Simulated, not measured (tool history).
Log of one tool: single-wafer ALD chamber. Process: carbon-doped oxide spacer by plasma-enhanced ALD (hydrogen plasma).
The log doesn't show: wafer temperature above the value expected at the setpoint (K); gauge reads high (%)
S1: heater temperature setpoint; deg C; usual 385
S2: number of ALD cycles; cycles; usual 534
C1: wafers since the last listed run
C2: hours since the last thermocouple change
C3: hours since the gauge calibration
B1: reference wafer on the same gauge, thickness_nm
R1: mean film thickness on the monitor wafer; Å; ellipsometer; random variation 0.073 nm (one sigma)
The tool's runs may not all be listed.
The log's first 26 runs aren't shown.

run,hour,S1,S2,C1,C2,C3,B1,R1
# hour 1375: gauge calibrated
27,1397.3,385,534,11,444.8,22.3,23.315,233.39
28,1439.4,392,580,19,486.9,64.4,23.335,251.6
29,1469.6,393,588,14,517.1,94.6,23.367,256.55
30,1519.2,385,534,23,566.7,144.2,23.328,232.69
31,1582.4,394,437,29,629.9,207.4,23.379,190.75
32,1759.2,381,534,83,806.7,384.2,23.357,234.56
33,1829.6,400,534,33,877.1,454.6,23.372,233.29
34,1899,385,534,32,946.5,524,23.35,233.63
35,2017.8,385,482,55,1065.3,642.8,23.367,211.11
36,2074,381,534,26,1121.5,699,23.389,232.93
37,2106.5,395,500,15,1154,731.5,23.357,218.69
38,2302.6,392,612,92,1350.1,927.6,23.387,268.64
39,2358.4,385,462,26,1405.9,983.4,23.42,201.07
40,2426.7,371,605,32,1474.2,1051.7,23.4,265.37
41,2486.1,385,534,27,1533.6,1111.1,23.403,232.66
42,2550.9,385,534,30,1598.4,1175.9,23.411,233.8
43,2599.4,381,604,22,1646.9,1224.4,23.412,262.71
44,2661.3,379,629,29,1708.8,1286.3,23.405,274.59

Forecast each of these 3 alternatives for the next run:
A,2662.5,385,534,0,1710,1287.5,?,?
B,2662.5,396,570,0,1710,1287.5,?,?
C,2662.5,396,626,0,1710,1287.5,?,?

run,B1,R1
A,23.418,232.28
B,23.418,247.94
C,23.418,272.3
Without the tool's hidden state the same runs would have given:
run,R1
A,230.92
B,246.49
C,270.7
